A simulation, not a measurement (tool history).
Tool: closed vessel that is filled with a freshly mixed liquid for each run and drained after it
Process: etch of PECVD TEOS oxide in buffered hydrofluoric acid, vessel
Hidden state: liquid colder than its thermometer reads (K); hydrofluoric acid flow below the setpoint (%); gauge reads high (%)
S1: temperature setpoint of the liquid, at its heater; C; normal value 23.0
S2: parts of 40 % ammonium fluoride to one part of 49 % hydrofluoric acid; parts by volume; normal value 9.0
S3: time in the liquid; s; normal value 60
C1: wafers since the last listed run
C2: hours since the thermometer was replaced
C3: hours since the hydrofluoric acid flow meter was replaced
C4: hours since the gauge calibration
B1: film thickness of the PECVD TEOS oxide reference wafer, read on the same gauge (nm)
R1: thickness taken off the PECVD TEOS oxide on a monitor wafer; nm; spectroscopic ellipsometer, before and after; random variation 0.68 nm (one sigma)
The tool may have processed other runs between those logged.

run    hour    S1    S2  S3    C1      C2      C3     C4     B1     R1
  1     0.0  21.0   9.0  60     0  2297.8  1092.0  323.8  60.01  61.47
  2    60.9  21.0   9.0  60  4236  2358.7  1152.9  384.7  60.02  61.84
  3   108.3  23.0   9.0  60  3297  2406.1  1200.3  432.1  59.99  68.08
  4   163.8  23.0   9.0  60  3861  2461.6  1255.8  487.6  59.98  68.54
  5   219.0  23.0   9.0  70  3840  2516.8  1311.0  542.8  59.99  79.23
  6   268.7  23.0   9.0  70  3457  2566.5  1360.7  592.5  60.00  80.03
  7   321.0  21.5  10.5  60  3638  2618.8  1413.0  644.8  60.00  56.18
  8   359.3  21.5  10.5  60  2664  2657.1  1451.3  683.1  60.00  56.86
  9   402.0  21.5  10.5  60  2970  2699.8  1494.0  725.8  60.00  55.31
      432.0  -- hydrofluoric acid flow meter replaced
 10   453.1  23.0   9.0  60  3485  2750.9    21.1  776.9  60.00  67.84
 11   499.2  23.0   9.0  60  3207  2797.0    67.2  823.0  60.00  66.73
 12   538.9  23.0   9.0  60  2762  2836.7   106.9  862.7  60.01  67.24
 13   585.6  23.0   9.0  60  3249  2883.4   153.6  909.4  59.99  66.97
 14   616.9  23.0  12.0  50  2177  2914.7   184.9  940.7  60.00  44.25
      627.9  -- gauge calibrated
 15   668.3  23.0   9.0  60  3575  2966.1   236.3   40.4  59.98  66.87
 16   697.8  23.0   7.0  60  2052  2995.6   265.8   69.9  60.03  88.22
 17   732.9  20.0   9.0  60  2441  3030.7   300.9  105.0  60.03  57.12
 18   794.4  24.5   7.5  45  4278  3092.2   362.4  166.5  60.03  65.40
 19   910.6  23.0  11.5  60  8084  3208.4   478.6  282.7  60.00  53.97
      936.9  -- thermometer replaced
 20   950.4  23.0  10.0  50  2699    13.5   518.4  322.5  59.99  57.73
 21   995.6  23.0   9.0  40  3144    58.7   563.6  367.7  60.01  48.85
 22  1038.8  23.0   9.0  60  3005   101.9   606.8  410.9  59.99  72.89
 23  1110.0  23.0   9.0  35  4953   173.1   678.0  482.1  59.98  42.32
 24  1146.7  19.0   9.0  70  2553   209.8   714.7  518.8  59.98  68.18
 25  1204.5  20.5  11.0  35  4021   267.6   772.5  576.6  60.00  31.22

For run 26, what comes out?
 26  1236.6  23.0  9.0  60  2233  299.7  804.6  608.7   ?   ?

B1: 60.00
R1: 72.11 nm
Take away the tool's hidden state, keep the run-to-run variation as it was, and the same run would have given R1 74.65 nm.
